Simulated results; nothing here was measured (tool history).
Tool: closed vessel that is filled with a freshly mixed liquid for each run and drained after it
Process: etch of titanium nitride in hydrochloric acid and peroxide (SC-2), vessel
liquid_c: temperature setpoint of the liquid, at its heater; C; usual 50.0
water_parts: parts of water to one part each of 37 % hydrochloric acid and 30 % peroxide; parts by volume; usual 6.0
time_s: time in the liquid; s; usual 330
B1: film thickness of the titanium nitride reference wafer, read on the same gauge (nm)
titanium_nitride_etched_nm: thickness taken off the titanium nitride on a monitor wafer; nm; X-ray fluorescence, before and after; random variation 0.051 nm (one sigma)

Run 1, hour 0.0: usual settings but water_parts 8.5 parts by volume; B1 139.96. Result: titanium_nitride_etched_nm 4.89 nm.
Run 2, hour 8.7: usual settings but water_parts 8.5 parts by volume; B1 139.96. Result: titanium_nitride_etched_nm 4.87 nm.
At hour 14.1: gauge calibrated.
At hour 24.3: chemicals flow meter replaced.
Run 3, hour 24.8: usual settings; B1 140.02. Result: titanium_nitride_etched_nm 6.10 nm.
Run 4, hour 42.3: usual settings; B1 139.96. Result: titanium_nitride_etched_nm 6.05 nm.
Run 5, hour 55.6: usual settings; B1 140.03. Result: titanium_nitride_etched_nm 6.13 nm.
Run 6, hour 101.1: usual settings but liquid_c 48.0 C, time_s 170 s; B1 139.98. Result: titanium_nitride_etched_nm 2.69 nm.
Run 7, hour 109.6: usual settings but liquid_c 54.0 C, water_parts 8.5 parts by volume; B1 140.00. Result: titanium_nitride_etched_nm 5.85 nm.
At hour 114.8: chemicals flow meter replaced, repeated, since the last time left the tool worse.
Run 8, hour 127.6: usual settings but water_parts 9.0 parts by volume, time_s 510 s; B1 139.98. Result: titanium_nitride_etched_nm 7.65 nm.
Run 9, hour 140.1: usual settings but liquid_c 55.5 C; B1 139.98. Result: titanium_nitride_etched_nm 9.74 nm.
Run 10, hour 156.6: usual settings but time_s 190 s; B1 139.98. Result: titanium_nitride_etched_nm 3.94 nm.
Run 11, hour 165.1: usual settings but water_parts 7.0 parts by volume, time_s 395 s; B1 140.03. Result: titanium_nitride_etched_nm 7.22 nm.
At hour 167.8: thermometer replaced.
Run 12, hour 180.2: usual settings but liquid_c 59.0 C; B1 140.03. Result: titanium_nitride_etched_nm 12.42 nm.
At hour 186.3: new drum of peroxide connected.
Run 13, hour 197.8: usual settings but liquid_c 53.0 C, water_parts 8.0 parts by volume, time_s 515 s; B1 140.02. Result: titanium_nitride_etched_nm 10.32 nm.
Run 14, hour 211.0: usual settings but time_s 405 s; B1 139.98. Result: titanium_nitride_etched_nm 8.31 nm.
Run 15, hour 224.5: usual settings but water_parts 8.5 parts by volume, time_s 185 s; B1 139.98. Result: titanium_nitride_etched_nm 2.90 nm.
Run 16, hour 235.9: usual settings but water_parts 5.0 parts by volume, time_s 165 s; B1 140.00. Result: titanium_nitride_etched_nm 3.91 nm.
Run 17, hour 245.9: usual settings but liquid_c 42.5 C, time_s 395 s; B1 139.99. Result: titanium_nitride_etched_nm 4.90 nm.
Run 18, hour 253.9: usual settings; B1 139.98. Result: titanium_nitride_etched_nm 6.68 nm.
Run 19, hour 267.5: usual settings; B1 140.00. Result: titanium_nitride_etched_nm 6.80 nm.
Run 20, hour 276.4: usual settings; B1 140.00. Result: titanium_nitride_etched_nm 6.84 nm.
Run 21, hour 282.6: usual settings but liquid_c 45.0 C, water_parts 8.0 parts by volume, time_s 480 s; B1 140.05. Result: titanium_nitride_etched_nm 5.63 nm.
Run 22, hour 296.9: usual settings but liquid_c 57.0 C, water_parts 8.5 parts by volume, time_s 515 s; B1 140.01. Result: titanium_nitride_etched_nm 12.94 nm.
Run 23, hour 304.7: usual settings but water_parts 4.0 parts by volume; B1 139.99. Result: titanium_nitride_etched_nm 9.13 nm.
Run 24, hour 313.0: usual settings but liquid_c 42.5 C, time_s 195 s; B1 139.99. Result: titanium_nitride_etched_nm 2.44 nm.

Forecast run 25:
Run 25, hour 322.9: usual settings; B1 ?. Result: titanium_nitride_etched_nm ?.

{"run 25": {"B1": 140.02, "titanium_nitride_etched_nm": 6.69}}
Without the tool's hidden state the same run would have given titanium_nitride_etched_nm 6.78 nm.
